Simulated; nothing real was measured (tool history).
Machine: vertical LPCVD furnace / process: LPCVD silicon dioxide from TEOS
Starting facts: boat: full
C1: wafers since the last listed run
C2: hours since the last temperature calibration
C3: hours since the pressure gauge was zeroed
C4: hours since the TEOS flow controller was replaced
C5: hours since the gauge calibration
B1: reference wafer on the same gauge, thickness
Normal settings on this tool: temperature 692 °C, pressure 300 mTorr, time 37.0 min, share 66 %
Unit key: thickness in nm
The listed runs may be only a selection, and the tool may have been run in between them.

Run 1, day 0.000: usual settings; C1 0; C2 2021.7; C3 2682.1; C4 4761.6; C5 337.6; B1 243.28. Result: thickness 225.99 nm.
Run 2, day 4.221: usual settings; C1 1082; C2 2123.0; C3 2783.4; C4 4862.9; C5 438.9; B1 242.69. Result: thickness 223.80 nm.
Run 3, day 6.029: usual settings but temperature 700 °C, time 31.5 min; C1 463; C2 2166.4; C3 2826.8; C4 4906.3; C5 482.3; B1 242.77. Result: thickness 230.08 nm.
Run 4, day 7.738: usual settings but temperature 700 °C, time 31.5 min; C1 438; C2 2207.4; C3 2867.8; C4 4947.3; C5 523.3; B1 242.83. Result: thickness 232.11 nm.
Run 5, day 9.825: usual settings but temperature 688 °C; C1 535; C2 2257.5; C3 2917.9; C4 4997.4; C5 573.4; B1 243.07. Result: thickness 205.84 nm.
Run 6, day 12.483: usual settings but temperature 688 °C; C1 681; C2 2321.3; C3 2981.7; C4 5061.2; C5 637.2; B1 243.30. Result: thickness 206.70 nm.
Run 7, day 16.262: usual settings; C1 969; C2 2412.0; C3 3072.4; C4 5151.9; C5 727.9; B1 242.93. Result: thickness 227.51 nm.
Run 8, day 18.738: usual settings; C1 634; C2 2471.4; C3 3131.8; C4 5211.3; C5 787.3; B1 243.22. Result: thickness 227.62 nm.
Run 9, day 23.179: usual settings but pressure 280 mTorr, share 57 %; C1 1139; C2 2578.0; C3 3238.4; C4 5317.9; C5 893.9; B1 242.99. Result: thickness 204.49 nm.
Run 10, day 26.296: usual settings; C1 799; C2 2652.8; C3 3313.2; C4 5392.7; C5 968.7; B1 243.34. Result: thickness 227.20 nm.
At day 27.304: TEOS flow controller replaced.
Run 11, day 28.954: usual settings; C1 425; C2 2716.6; C3 3377.0; C4 39.6; C5 1032.5; B1 242.66. Result: thickness 228.34 nm.
At day 30.408: pressure gauge zeroed.
At day 33.379: thermocouples replaced and temperature profile calibrated.
Run 12, day 33.400: usual settings but temperature 681 °C, share 70 %; C1 627; C2 0.5; C3 71.8; C4 146.3; C5 1139.2; B1 242.57. Result: thickness 189.63 nm.
Run 13, day 37.462: usual settings; C1 1041; C2 98.0; C3 169.3; C4 243.8; C5 1236.7; B1 243.18. Result: thickness 236.92 nm.
Run 14, day 41.688: usual settings; C1 1083; C2 199.4; C3 270.7; C4 345.2; C5 1338.1; B1 242.91. Result: thickness 241.11 nm.
Run 15, day 44.283: usual settings but temperature 684 °C, share 54 %; C1 665; C2 261.7; C3 333.0; C4 407.5; C5 1400.4; B1 243.36. Result: thickness 180.56 nm.
Run 16, day 47.267: usual settings but time 50.0 min; C1 765; C2 333.3; C3 404.6; C4 479.1; C5 1472.0; B1 243.04. Result: thickness 327.47 nm.
Run 17, day 51.092: usual settings but share 56 %; C1 980; C2 425.1; C3 496.4; C4 570.9; C5 1563.8; B1 243.10. Result: thickness 220.59 nm.
Run 18, day 54.662: usual settings but temperature 700 °C, pressure 280 mTorr, time 31.5 min; C1 915; C2 510.8; C3 582.1; C4 656.6; C5 1649.5; B1 243.13. Result: thickness 238.33 nm.
Run 19, day 57.775: usual settings; C1 798; C2 585.5; C3 656.8; C4 731.3; C5 1724.2; B1 242.86. Result: thickness 240.50 nm.
Run 20, day 61.408: usual settings; C1 931; C2 672.7; C3 744.0; C4 818.5; C5 1811.4; B1 243.03. Result: thickness 239.29 nm.
Run 21, day 64.112: usual settings but temperature 701 °C, pressure 360 mTorr, share 78 %; C1 693; C2 737.6; C3 808.9; C4 883.4; C5 1876.3; B1 242.89. Result: thickness 353.63 nm.
Run 22, day 66.333: usual settings but share 58 %; C1 569; C2 790.9; C3 862.2; C4 936.7; C5 1929.6; B1 242.65. Result: thickness 228.65 nm.
At day 68.983: thermocouples replaced and temperature profile calibrated, repeated, since the last time left the tool worse.
Run 23, day 69.004: usual settings; C1 428; C2 0.5; C3 926.3; C4 1000.8; C5 1993.7; B1 242.83. Result: thickness 217.55 nm.
Run 24, day 72.025: usual settings; C1 774; C2 73.0; C3 998.8; C4 1073.3; C5 2066.2; B1 242.84. Result: thickness 217.57 nm.
At day 72.625: gauge calibrated.
Run 25, day 75.883: usual settings but temperature 686 °C, pressure 345 mTorr, time 23.0 min, share 73 %; C1 989; C2 165.6; C3 1091.4; C4 1165.9; C5 78.2; B1 242.97. Result: thickness 132.09 nm.
Run 26, day 79.108: usual settings but pressure 260 mTorr; C1 827; C2 243.0; C3 1168.8; C4 1243.3; C5 155.6; B1 243.12. Result: thickness 203.33 nm.

The next listed run, before its measurement:
Run 27, day 81.192: usual settings but pressure 340 mTorr, share 69 %; C1 534; C2 293.0; C3 1218.8; C4 1293.3; C5 205.6; B1 ?. Result: thickness ?.

{"run 27": {"B1": 242.89, "thickness": 237.39}}
Were there no unlogged condition in the tool, this run, its random variation unchanged, would have produced thickness 233.82 nm.
